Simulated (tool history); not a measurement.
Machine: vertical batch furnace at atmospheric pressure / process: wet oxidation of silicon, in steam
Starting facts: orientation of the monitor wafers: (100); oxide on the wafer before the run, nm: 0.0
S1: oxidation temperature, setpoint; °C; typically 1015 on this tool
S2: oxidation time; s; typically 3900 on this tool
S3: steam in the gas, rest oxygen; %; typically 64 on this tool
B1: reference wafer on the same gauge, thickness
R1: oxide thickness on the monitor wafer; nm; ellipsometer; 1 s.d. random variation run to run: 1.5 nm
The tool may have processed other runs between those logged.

run,day,S1,S2,S3,B1,R1
1,0,1024,3900,64,308.72,387.63
2,4.35,1024,3900,64,308.87,381.11
3,6.892,1015,3900,64,308.79,360.47
4,10.125,1015,3900,64,309.42,359.74
5,13.142,1015,3900,64,308.73,359.51
6,16.042,1021,3900,64,308.92,374.23
7,23.162,1021,3900,64,309.31,389.54
8,25.262,1021,3900,64,309.17,390.62
9,32.379,1004,3900,70,309.35,364.94
10,35.733,1032,4890,71,308.95,516.04
11,37.55,1024,3900,74,308.76,438.82
12,39.321,997,4650,70,309.16,390.17
13,41.625,1002,4980,55,309.28,359.28
14,45.5,1035,4860,74,308.92,536.42
15,47.158,1015,3900,64,308.78,370.85
16,50.388,1015,3900,64,308.94,373.56

Not shown: 4 entries that the log had between the listed runs. Between which runs, and how does the tool's hidden state differ before and after?
Run 6 -> run 7: steam generator serviced (day 17.138)
  steam share off its setpoint, % of the setpoint: -6.38 -> -0.875
  measured value less the no-hidden-state value, R1: -16.96 -> -2.3 nm
Run 7 -> run 8: gauge calibrated (day 24.296)
  steam share off its setpoint, % of the setpoint: -0.875 -> -0.885
  measured value less the no-hidden-state value, R1: -2.3 -> -2.33 nm
Run 9 -> run 10: thermocouples replaced and temperature profile calibrated (day 34.875)
  steam share off its setpoint, % of the setpoint: -0.938 -> -0.975
  measured value less the no-hidden-state value, R1: -2.4 -> -3.19 nm
Run 15 -> run 16: gauge calibrated (day 48.217)
  steam share off its setpoint, % of the setpoint: -1.15 -> -1.22
  measured value less the no-hidden-state value, R1: -2.94 -> -3.13 nm
